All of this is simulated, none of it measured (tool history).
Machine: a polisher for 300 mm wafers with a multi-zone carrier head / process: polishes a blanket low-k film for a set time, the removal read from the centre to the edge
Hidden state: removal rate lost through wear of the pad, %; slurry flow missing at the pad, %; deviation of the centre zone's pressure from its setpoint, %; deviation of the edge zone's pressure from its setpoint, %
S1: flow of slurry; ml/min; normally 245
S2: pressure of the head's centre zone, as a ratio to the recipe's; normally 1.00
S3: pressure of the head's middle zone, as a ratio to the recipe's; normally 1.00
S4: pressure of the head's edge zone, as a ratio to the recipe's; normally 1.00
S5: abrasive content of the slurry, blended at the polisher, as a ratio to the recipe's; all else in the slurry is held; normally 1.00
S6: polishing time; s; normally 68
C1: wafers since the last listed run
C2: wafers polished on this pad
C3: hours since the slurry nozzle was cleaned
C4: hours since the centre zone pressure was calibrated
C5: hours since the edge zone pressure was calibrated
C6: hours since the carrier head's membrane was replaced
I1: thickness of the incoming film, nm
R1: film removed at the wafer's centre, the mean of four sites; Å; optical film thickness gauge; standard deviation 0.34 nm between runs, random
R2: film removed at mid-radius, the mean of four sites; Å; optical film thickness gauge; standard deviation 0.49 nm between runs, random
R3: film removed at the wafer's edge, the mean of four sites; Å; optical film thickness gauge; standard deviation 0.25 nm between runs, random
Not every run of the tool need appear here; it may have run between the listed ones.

{"run": 1, "hour": 0.0, "S1": 245, "S2": 1.0, "S3": 1.0, "S4": 1.0, "S5": 0.85, "S6": 68, "C1": 0, "C2": 1486, "C3": 279.8, "C4": 1062.0, "C5": 495.7, "C6": 152.5, "I1": 569.8, "R1": 342, "R2": 318, "R3": 334}
{"run": 2, "hour": 85.8, "S1": 245, "S2": 0.97, "S3": 1.0, "S4": 1.0, "S5": 1.0, "S6": 68, "C1": 880, "C2": 2366, "C3": 365.6, "C4": 1147.8, "C5": 581.5, "C6": 238.3, "I1": 578.7, "R1": 346, "R2": 337, "R3": 351}
{"run": 3, "hour": 175.7, "S1": 245, "S2": 1.0, "S3": 1.0, "S4": 0.93, "S5": 1.0, "S6": 55, "C1": 922, "C2": 3289, "C3": 455.5, "C4": 1237.7, "C5": 671.4, "C6": 328.2, "I1": 568.7, "R1": 287, "R2": 265, "R3": 269}
{"hour": 192.5, "done": "edge zone pressure recalibrated"}
{"hour": 215.6, "done": "slurry nozzle cleaned"}
{"run": 4, "hour": 264.1, "S1": 245, "S2": 1.0, "S3": 1.0, "S4": 1.0, "S5": 1.0, "S6": 68, "C1": 876, "C2": 4165, "C3": 48.5, "C4": 1326.1, "C5": 71.6, "C6": 416.6, "I1": 567.1, "R1": 329, "R2": 312, "R3": 326}
{"hour": 338.6, "done": "worn pad replaced by a new one"}
{"run": 5, "hour": 339.1, "S1": 245, "S2": 1.0, "S3": 1.0, "S4": 1.0, "S5": 1.0, "S6": 68, "C1": 728, "C2": 4, "C3": 123.5, "C4": 1401.1, "C5": 146.6, "C6": 491.6, "I1": 571.9, "R1": 375, "R2": 366, "R3": 365}
{"hour": 367.2, "done": "carrier head's membrane replaced by a new one"}
{"hour": 402.6, "done": "centre zone pressure recalibrated"}
{"run": 6, "hour": 407.0, "S1": 245, "S2": 1.0, "S3": 1.0, "S4": 1.0, "S5": 1.0, "S6": 68, "C1": 625, "C2": 629, "C3": 191.4, "C4": 4.4, "C5": 214.5, "C6": 39.8, "I1": 562.6, "R1": 374, "R2": 353, "R3": 367}
{"run": 7, "hour": 472.4, "S1": 245, "S2": 1.0, "S3": 1.0, "S4": 1.0, "S5": 1.0, "S6": 68, "C1": 671, "C2": 1301, "C3": 256.8, "C4": 69.8, "C5": 279.9, "C6": 105.2, "I1": 567.1, "R1": 366, "R2": 355, "R3": 356}
{"run": 8, "hour": 557.8, "S1": 290, "S2": 1.11, "S3": 1.09, "S4": 1.0, "S5": 1.1, "S6": 68, "C1": 876, "C2": 2177, "C3": 342.2, "C4": 155.2, "C5": 365.3, "C6": 190.6, "I1": 563.6, "R1": 430, "R2": 414, "R3": 371}
{"run": 9, "hour": 596.7, "S1": 310, "S2": 1.09, "S3": 1.0, "S4": 1.0, "S5": 0.8, "S6": 68, "C1": 399, "C2": 2576, "C3": 381.1, "C4": 194.1, "C5": 404.2, "C6": 229.5, "I1": 575.8, "R1": 364, "R2": 320, "R3": 319}
{"run": 10, "hour": 667.8, "S1": 245, "S2": 1.0, "S3": 1.0, "S4": 1.0, "S5": 1.0, "S6": 68, "C1": 729, "C2": 3306, "C3": 452.2, "C4": 265.2, "C5": 475.3, "C6": 300.6, "I1": 559.9, "R1": 344, "R2": 326, "R3": 340}
{"hour": 673.4, "done": "slurry nozzle cleaned"}
{"hour": 745.7, "done": "worn pad replaced by a new one"}
{"run": 11, "hour": 759.0, "S1": 285, "S2": 1.0, "S3": 1.11, "S4": 1.0, "S5": 1.0, "S6": 68, "C1": 884, "C2": 136, "C3": 85.6, "C4": 356.4, "C5": 566.5, "C6": 391.8, "I1": 575.3, "R1": 388, "R2": 420, "R3": 368}
{"run": 12, "hour": 852.1, "S1": 325, "S2": 1.0, "S3": 1.0, "S4": 1.0, "S5": 1.0, "S6": 68, "C1": 955, "C2": 1092, "C3": 178.7, "C4": 449.5, "C5": 659.6, "C6": 484.9, "I1": 565.6, "R1": 378, "R2": 367, "R3": 367}
{"hour": 864.8, "done": "carrier head's membrane replaced by a new one"}
{"run": 13, "hour": 916.8, "S1": 180, "S2": 0.88, "S3": 1.0, "S4": 1.0, "S5": 1.0, "S6": 68, "C1": 612, "C2": 1705, "C3": 243.4, "C4": 514.2, "C5": 724.3, "C6": 52.0, "I1": 566.1, "R1": 309, "R2": 334, "R3": 348}
{"hour": 935.1, "done": "edge zone pressure recalibrated"}
{"run": 14, "hour": 986.8, "S1": 245, "S2": 1.0, "S3": 1.0, "S4": 1.03, "S5": 1.0, "S6": 68, "C1": 697, "C2": 2403, "C3": 313.4, "C4": 584.2, "C5": 51.7, "C6": 122.0, "I1": 567.4, "R1": 360, "R2": 344, "R3": 354}
{"run": 15, "hour": 1038.4, "S1": 245, "S2": 1.0, "S3": 1.0, "S4": 1.0, "S5": 1.0, "S6": 68, "C1": 529, "C2": 2932, "C3": 365.0, "C4": 635.8, "C5": 103.3, "C6": 173.6, "I1": 569.1, "R1": 358, "R2": 336, "R3": 348}
{"run": 16, "hour": 1095.3, "S1": 160, "S2": 1.0, "S3": 1.0, "S4": 0.9, "S5": 1.0, "S6": 50, "C1": 584, "C2": 3516, "C3": 421.9, "C4": 692.7, "C5": 160.2, "C6": 230.5, "I1": 574.8, "R1": 242, "R2": 234, "R3": 234}
{"hour": 1141.8, "done": "slurry nozzle cleaned"}
{"run": 17, "hour": 1183.7, "S1": 245, "S2": 1.0, "S3": 1.0, "S4": 1.0, "S5": 1.0, "S6": 68, "C1": 897, "C2": 4413, "C3": 41.9, "C4": 781.1, "C5": 248.6, "C6": 318.9, "I1": 566.5, "R1": 330, "R2": 319, "R3": 326}
{"hour": 1224.9, "done": "worn pad replaced by a new one"}
{"run": 18, "hour": 1225.4, "S1": 245, "S2": 1.0, "S3": 1.0, "S4": 1.0, "S5": 1.0, "S6": 68, "C1": 386, "C2": 4, "C3": 83.6, "C4": 822.8, "C5": 290.3, "C6": 360.6, "I1": 569.7, "R1": 370, "R2": 348, "R3": 363}
{"run": 19, "hour": 1322.3, "S1": 245, "S2": 1.08, "S3": 1.0, "S4": 1.0, "S5": 1.0, "S6": 68, "C1": 994, "C2": 999, "C3": 180.5, "C4": 919.7, "C5": 387.2, "C6": 457.5, "I1": 565.4, "R1": 402, "R2": 358, "R3": 359}
{"run": 20, "hour": 1379.4, "S1": 245, "S2": 1.0, "S3": 1.0, "S4": 1.08, "S5": 0.8, "S6": 47, "C1": 586, "C2": 1585, "C3": 237.6, "C4": 976.8, "C5": 444.3, "C6": 514.6, "I1": 567.0, "R1": 230, "R2": 219, "R3": 226}
{"run": 21, "hour": 1436.4, "S1": 245, "S2": 1.0, "S3": 1.0, "S4": 0.96, "S5": 1.0, "S6": 89, "C1": 585, "C2": 2170, "C3": 294.6, "C4": 1033.8, "C5": 501.3, "C6": 571.6, "I1": 572.4, "R1": 471, "R2": 456, "R3": 460}
{"hour": 1479.3, "done": "carrier head's membrane replaced by a new one"}
{"run": 22, "hour": 1489.9, "S1": 245, "S2": 1.0, "S3": 1.0, "S4": 0.93, "S5": 1.0, "S6": 55, "C1": 497, "C2": 2668, "C3": 348.1, "C4": 1087.3, "C5": 554.8, "C6": 10.6, "I1": 569.2, "R1": 288, "R2": 265, "R3": 276}

Alternative continuations, all from the tool just after run 22; predict every row:
{"run": "A", "hour": 1490.3, "S1": 245, "S2": 1.0, "S3": 1.0, "S4": 0.93, "S5": 1.0, "S6": 68, "C1": 4, "C2": 2672, "C3": 348.5, "C4": 1087.7, "C5": 555.2, "C6": 11.0, "I1": 580.1, "R1": "?", "R2": "?", "R3": "?"}
{"run": "B", "hour": 1490.3, "S1": 320, "S2": 1.09, "S3": 1.0, "S4": 1.0, "S5": 1.25, "S6": 46, "C1": 4, "C2": 2672, "C3": 348.5, "C4": 1087.7, "C5": 555.2, "C6": 11.0, "I1": 580.1, "R1": "?", "R2": "?", "R3": "?"}
{"run": "C", "hour": 1490.3, "S1": 205, "S2": 1.0, "S3": 1.0, "S4": 1.0, "S5": 1.2, "S6": 68, "C1": 4, "C2": 2672, "C3": 348.5, "C4": 1087.7, "C5": 555.2, "C6": 11.0, "I1": 580.1, "R1": "?", "R2": "?", "R3": "?"}

run=A R1=360 R2=338 R3=343
run=B R1=302 R2=257 R3=264
run=C R1=381 R2=358 R3=371
With no hidden state in the tool, these same runs would have given:
run=A R1=380 R2=357 R3=362
run=B R1=319 R2=271 R3=278
run=C R1=402 R2=378 R3=391
